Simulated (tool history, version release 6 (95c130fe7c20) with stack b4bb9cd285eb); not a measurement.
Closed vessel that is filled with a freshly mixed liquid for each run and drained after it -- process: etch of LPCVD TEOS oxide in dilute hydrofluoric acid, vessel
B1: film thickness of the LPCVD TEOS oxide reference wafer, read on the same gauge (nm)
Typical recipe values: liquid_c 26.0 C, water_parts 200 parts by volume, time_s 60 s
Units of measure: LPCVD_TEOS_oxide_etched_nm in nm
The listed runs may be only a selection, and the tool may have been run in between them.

Run 1, day 0.000: usual settings; B1 30.03. Result: LPCVD_TEOS_oxide_etched_nm 15.69 nm.
Run 2, day 2.571: usual settings; B1 30.02. Result: LPCVD_TEOS_oxide_etched_nm 15.41 nm.
Run 3, day 6.979: usual settings; B1 30.00. Result: LPCVD_TEOS_oxide_etched_nm 15.57 nm.
Run 4, day 10.888: usual settings but water_parts 150 parts by volume; B1 30.01. Result: LPCVD_TEOS_oxide_etched_nm 21.35 nm.
Run 5, day 13.142: usual settings but water_parts 150 parts by volume; B1 30.02. Result: LPCVD_TEOS_oxide_etched_nm 21.64 nm.
Run 6, day 17.508: usual settings; B1 30.00. Result: LPCVD_TEOS_oxide_etched_nm 14.90 nm.
Run 7, day 20.808: usual settings but time_s 70 s; B1 29.98. Result: LPCVD_TEOS_oxide_etched_nm 19.05 nm.
Run 8, day 24.571: usual settings but water_parts 245 parts by volume; B1 30.00. Result: LPCVD_TEOS_oxide_etched_nm 12.52 nm.
Run 9, day 28.946: usual settings but water_parts 245 parts by volume; B1 29.97. Result: LPCVD_TEOS_oxide_etched_nm 12.30 nm.
Run 10, day 32.675: usual settings; B1 29.99. Result: LPCVD_TEOS_oxide_etched_nm 15.68 nm.
Run 11, day 35.421: usual settings but liquid_c 22.0 C, water_parts 115 parts by volume; B1 30.01. Result: LPCVD_TEOS_oxide_etched_nm 25.45 nm.
Run 12, day 37.762: usual settings but water_parts 170 parts by volume, time_s 45 s; B1 29.98. Result: LPCVD_TEOS_oxide_etched_nm 13.72 nm.
Run 13, day 39.812: usual settings but liquid_c 27.5 C, water_parts 100 parts by volume, time_s 75 s; B1 30.01. Result: LPCVD_TEOS_oxide_etched_nm 44.93 nm.
Run 14, day 41.900: usual settings; B1 30.00. Result: LPCVD_TEOS_oxide_etched_nm 14.98 nm.
Run 15, day 45.875: usual settings but liquid_c 23.0 C, water_parts 255 parts by volume, time_s 90 s; B1 30.01. Result: LPCVD_TEOS_oxide_etched_nm 14.88 nm.
Run 16, day 48.458: usual settings but liquid_c 27.5 C; B1 30.04. Result: LPCVD_TEOS_oxide_etched_nm 15.92 nm.
Run 17, day 51.083: usual settings but water_parts 150 parts by volume; B1 29.97. Result: LPCVD_TEOS_oxide_etched_nm 20.91 nm.
Run 18, day 53.079: usual settings; B1 29.98. Result: LPCVD_TEOS_oxide_etched_nm 14.41 nm.
Run 19, day 55.538: usual settings but water_parts 255 parts by volume, time_s 40 s; B1 29.99. Result: LPCVD_TEOS_oxide_etched_nm 7.97 nm.
Run 20, day 59.296: usual settings but liquid_c 23.0 C, time_s 95 s; B1 29.98. Result: LPCVD_TEOS_oxide_etched_nm 22.81 nm.
Run 21, day 61.446: usual settings; B1 30.03. Result: LPCVD_TEOS_oxide_etched_nm 16.34 nm.
Run 22, day 64.933: usual settings but liquid_c 28.5 C; B1 30.04. Result: LPCVD_TEOS_oxide_etched_nm 17.45 nm.
Run 23, day 66.483: usual settings but liquid_c 29.0 C, water_parts 150 parts by volume, time_s 75 s; B1 30.01. Result: LPCVD_TEOS_oxide_etched_nm 31.52 nm.
Run 24, day 70.692: usual settings; B1 29.94. Result: LPCVD_TEOS_oxide_etched_nm 15.73 nm.
Run 25, day 74.908: usual settings but liquid_c 23.5 C, time_s 80 s; B1 29.99. Result: LPCVD_TEOS_oxide_etched_nm 18.81 nm.
Run 26, day 78.804: usual settings; B1 29.99. Result: LPCVD_TEOS_oxide_etched_nm 15.42 nm.
Run 27, day 83.967: usual settings; B1 30.03. Result: LPCVD_TEOS_oxide_etched_nm 16.26 nm.
Run 28, day 85.933: usual settings but liquid_c 27.5 C, water_parts 100 parts by volume, time_s 85 s; B1 30.00. Result: LPCVD_TEOS_oxide_etched_nm 55.84 nm.
Run 29, day 89.554: usual settings but liquid_c 22.5 C, water_parts 225 parts by volume, time_s 30 s; B1 30.01. Result: LPCVD_TEOS_oxide_etched_nm 6.16 nm.
Run 30, day 91.562: usual settings; B1 29.97. Result: LPCVD_TEOS_oxide_etched_nm 16.03 nm.
Run 31, day 94.021: usual settings; B1 29.95. Result: LPCVD_TEOS_oxide_etched_nm 15.98 nm.
Run 32, day 97.529: usual settings but water_parts 230 parts by volume, time_s 35 s; B1 30.01. Result: LPCVD_TEOS_oxide_etched_nm 7.76 nm.
Run 33, day 100.362: usual settings but water_parts 175 parts by volume; B1 30.00. Result: LPCVD_TEOS_oxide_etched_nm 18.43 nm.
Run 34, day 103.550: usual settings but liquid_c 22.5 C, water_parts 125 parts by volume, time_s 30 s; B1 30.01. Result: LPCVD_TEOS_oxide_etched_nm 11.94 nm.

Withheld: 5 entries from between the runs. Position of each, and hidden state at the listed run before versus the listed run after:
In the gap between runs 6 and 7: hydrofluoric acid flow meter replaced (day 18.271)
  hydrofluoric acid flow below the setpoint (%): 7.74 -> 2.32
  measured value less the no-hidden-state value, LPCVD_TEOS_oxide_etched_nm: -1.55 -> -0.56 nm
In the gap between runs 18 and 19: hydrofluoric acid flow meter replaced (day 55.158)
  hydrofluoric acid flow below the setpoint (%): 9.43 -> 0.978
  measured value less the no-hidden-state value, LPCVD_TEOS_oxide_etched_nm: -1.87 -> -0.10 nm
In the gap between runs 20 and 21: thermometer replaced (day 59.579)
  hydrofluoric acid flow below the setpoint (%): 1.81 -> 2.28
  measured value less the no-hidden-state value, LPCVD_TEOS_oxide_etched_nm: -0.51 -> -0.47 nm
In the gap between runs 21 and 22: gauge calibrated (day 62.308)
  hydrofluoric acid flow below the setpoint (%): 2.28 -> 3.05
  measured value less the no-hidden-state value, LPCVD_TEOS_oxide_etched_nm: -0.47 -> -0.68 nm
In the gap between runs 26 and 27: hydrofluoric acid flow meter replaced (day 82.929)
  hydrofluoric acid flow below the setpoint (%): 6.11 -> 0.59
  measured value less the no-hidden-state value, LPCVD_TEOS_oxide_etched_nm: -1.24 -> -0.12 nm
